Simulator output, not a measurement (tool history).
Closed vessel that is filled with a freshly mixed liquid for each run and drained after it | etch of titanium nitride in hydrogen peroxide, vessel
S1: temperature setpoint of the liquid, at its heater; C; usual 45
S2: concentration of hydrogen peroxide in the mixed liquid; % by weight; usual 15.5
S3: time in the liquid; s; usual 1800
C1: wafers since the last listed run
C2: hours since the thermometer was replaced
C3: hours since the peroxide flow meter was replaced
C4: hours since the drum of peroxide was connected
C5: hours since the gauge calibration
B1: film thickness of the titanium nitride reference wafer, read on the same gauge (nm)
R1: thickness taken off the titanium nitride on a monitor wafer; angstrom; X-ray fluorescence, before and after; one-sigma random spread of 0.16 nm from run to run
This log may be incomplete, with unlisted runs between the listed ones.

{"run": 1, "hour": 0.0, "S1": 49.5, "S2": 15.5, "S3": 1800, "C1": 0, "C2": 283.9, "C3": 1466.7, "C4": 752.5, "C5": 1124.6, "B1": 29.98, "R1": 409.3}
{"run": 2, "hour": 39.1, "S1": 49.5, "S2": 15.5, "S3": 1800, "C1": 1470, "C2": 323, "C3": 1505.8, "C4": 791.6, "C5": 1163.7, "B1": 29.99, "R1": 406}
{"run": 3, "hour": 143.1, "S1": 45, "S2": 15.5, "S3": 1800, "C1": 3911, "C2": 427, "C3": 1609.8, "C4": 895.6, "C5": 1267.7, "B1": 30.04, "R1": 290.8}
{"run": 4, "hour": 227.3, "S1": 45, "S2": 15.5, "S3": 1800, "C1": 3166, "C2": 511.2, "C3": 1694, "C4": 979.8, "C5": 1351.9, "B1": 29.98, "R1": 290.1}
{"hour": 264.9, "done": "new drum of peroxide connected"}
{"run": 5, "hour": 291.3, "S1": 45, "S2": 14, "S3": 1800, "C1": 2369, "C2": 575.2, "C3": 1758, "C4": 26.4, "C5": 1415.9, "B1": 30, "R1": 287.4}
{"run": 6, "hour": 368.2, "S1": 45, "S2": 14, "S3": 1800, "C1": 2891, "C2": 652.1, "C3": 1834.9, "C4": 103.3, "C5": 1492.8, "B1": 29.98, "R1": 287.8}
{"run": 7, "hour": 431.3, "S1": 45, "S2": 12, "S3": 2420, "C1": 2372, "C2": 715.2, "C3": 1898, "C4": 166.4, "C5": 1555.9, "B1": 29.99, "R1": 370.1}
{"run": 8, "hour": 526.7, "S1": 45, "S2": 12, "S3": 2420, "C1": 3587, "C2": 810.6, "C3": 1993.4, "C4": 261.8, "C5": 1651.3, "B1": 29.99, "R1": 374}
{"hour": 581.0, "done": "thermometer replaced"}
{"run": 9, "hour": 627.3, "S1": 45, "S2": 15.5, "S3": 1800, "C1": 3745, "C2": 46.3, "C3": 2094, "C4": 362.4, "C5": 1751.9, "B1": 29.98, "R1": 293.5}
{"run": 10, "hour": 682.7, "S1": 49.5, "S2": 15.5, "S3": 1800, "C1": 2083, "C2": 101.7, "C3": 2149.4, "C4": 417.8, "C5": 1807.3, "B1": 30, "R1": 405.3}
{"run": 11, "hour": 785.2, "S1": 45, "S2": 15.5, "S3": 1800, "C1": 3854, "C2": 204.2, "C3": 2251.9, "C4": 520.3, "C5": 1909.8, "B1": 29.98, "R1": 292}
{"hour": 806.3, "done": "gauge calibrated"}
{"run": 12, "hour": 880.2, "S1": 45, "S2": 13.5, "S3": 1505, "C1": 3572, "C2": 299.2, "C3": 2346.9, "C4": 615.3, "C5": 73.9, "B1": 30.04, "R1": 235.7}
{"run": 13, "hour": 945.7, "S1": 45, "S2": 15.5, "S3": 1800, "C1": 2463, "C2": 364.7, "C3": 2412.4, "C4": 680.8, "C5": 139.4, "B1": 30.02, "R1": 291.1}
{"run": 14, "hour": 989.5, "S1": 45, "S2": 12.5, "S3": 855, "C1": 1647, "C2": 408.5, "C3": 2456.2, "C4": 724.6, "C5": 183.2, "B1": 29.98, "R1": 131.7}
{"run": 15, "hour": 1052.5, "S1": 40.5, "S2": 15.5, "S3": 1800, "C1": 2369, "C2": 471.5, "C3": 2519.2, "C4": 787.6, "C5": 246.2, "B1": 29.99, "R1": 204.5}
{"hour": 1125.7, "done": "peroxide flow meter replaced"}
{"hour": 1141.7, "done": "new drum of peroxide connected"}
{"run": 16, "hour": 1153.9, "S1": 45, "S2": 15.5, "S3": 2580, "C1": 3738, "C2": 572.9, "C3": 28.2, "C4": 12.2, "C5": 347.6, "B1": 30, "R1": 433.8}
{"run": 17, "hour": 1220.7, "S1": 36.5, "S2": 15.5, "S3": 965, "C1": 2512, "C2": 639.7, "C3": 95, "C4": 79, "C5": 414.4, "B1": 30, "R1": 83.7}
{"run": 18, "hour": 1293.8, "S1": 53.5, "S2": 19, "S3": 2230, "C1": 2749, "C2": 712.8, "C3": 168.1, "C4": 152.1, "C5": 487.5, "B1": 29.98, "R1": 715.2}
{"run": 19, "hour": 1401.7, "S1": 45, "S2": 17, "S3": 1800, "C1": 4057, "C2": 820.7, "C3": 276, "C4": 260, "C5": 595.4, "B1": 29.99, "R1": 304.7}
{"hour": 1463.5, "done": "thermometer replaced"}
{"run": 20, "hour": 1488.9, "S1": 50.5, "S2": 12, "S3": 2480, "C1": 3241, "C2": 25.4, "C3": 363.2, "C4": 347.2, "C5": 682.6, "B1": 30, "R1": 582.7}
{"run": 21, "hour": 1584.6, "S1": 45, "S2": 15.5, "S3": 2605, "C1": 3598, "C2": 121.1, "C3": 458.9, "C4": 442.9, "C5": 778.3, "B1": 29.98, "R1": 428.7}
{"run": 22, "hour": 1680.5, "S1": 55, "S2": 14, "S3": 1200, "C1": 3606, "C2": 217, "C3": 554.8, "C4": 538.8, "C5": 874.2, "B1": 29.99, "R1": 396.2}
{"run": 23, "hour": 1742.2, "S1": 45, "S2": 19.5, "S3": 1800, "C1": 2320, "C2": 278.7, "C3": 616.5, "C4": 600.5, "C5": 935.9, "B1": 30.01, "R1": 311.2}
{"run": 24, "hour": 1796.4, "S1": 45, "S2": 18.5, "S3": 2790, "C1": 2038, "C2": 332.9, "C3": 670.7, "C4": 654.7, "C5": 990.1, "B1": 29.99, "R1": 479.4}
{"run": 25, "hour": 1836.2, "S1": 40.5, "S2": 17, "S3": 2345, "C1": 1496, "C2": 372.7, "C3": 710.5, "C4": 694.5, "C5": 1029.9, "B1": 29.99, "R1": 278.6}
{"run": 26, "hour": 1877.6, "S1": 39, "S2": 15.5, "S3": 1800, "C1": 1556, "C2": 414.1, "C3": 751.9, "C4": 735.9, "C5": 1071.3, "B1": 29.97, "R1": 185.8}
{"run": 27, "hour": 2004.5, "S1": 36.5, "S2": 18, "S3": 1185, "C1": 4772, "C2": 541, "C3": 878.8, "C4": 862.8, "C5": 1198.2, "B1": 29.98, "R1": 103.9}
{"hour": 2049.3, "done": "new drum of peroxide connected"}
{"run": 28, "hour": 2109.4, "S1": 45, "S2": 15.5, "S3": 1800, "C1": 3907, "C2": 645.9, "C3": 983.7, "C4": 60.1, "C5": 1303.1, "B1": 30.02, "R1": 297.3}
{"run": 29, "hour": 2204.1, "S1": 45, "S2": 15.5, "S3": 1800, "C1": 3561, "C2": 740.6, "C3": 1078.4, "C4": 154.8, "C5": 1397.8, "B1": 30.03, "R1": 295.7}

Consider 4 possible next runs. They are alternatives, not a sequence: every one starts from the tool as it was left by run 29. What does each give?
{"run": "A", "hour": 2205.2, "S1": 45, "S2": 15.5, "S3": 1800, "C1": 41, "C2": 741.7, "C3": 1079.5, "C4": 155.9, "C5": 1398.9, "B1": "?", "R1": "?"}
{"run": "B", "hour": 2205.2, "S1": 45, "S2": 17, "S3": 1310, "C1": 41, "C2": 741.7, "C3": 1079.5, "C4": 155.9, "C5": 1398.9, "B1": "?", "R1": "?"}
{"run": "C", "hour": 2205.2, "S1": 45, "S2": 15.5, "S3": 2690, "C1": 41, "C2": 741.7, "C3": 1079.5, "C4": 155.9, "C5": 1398.9, "B1": "?", "R1": "?"}
{"run": "D", "hour": 2205.2, "S1": 45, "S2": 12, "S3": 1160, "C1": 41, "C2": 741.7, "C3": 1079.5, "C4": 155.9, "C5": 1398.9, "B1": "?", "R1": "?"}

run=A B1=30 R1=297.2
run=B B1=30 R1=220.6
run=C B1=30 R1=444.2
run=D B1=30 R1=181.6
Without the tool's hidden state the same runs would have given:
run=A R1=302.1
run=B R1=224.2
run=C R1=451.4
run=D R1=184.5

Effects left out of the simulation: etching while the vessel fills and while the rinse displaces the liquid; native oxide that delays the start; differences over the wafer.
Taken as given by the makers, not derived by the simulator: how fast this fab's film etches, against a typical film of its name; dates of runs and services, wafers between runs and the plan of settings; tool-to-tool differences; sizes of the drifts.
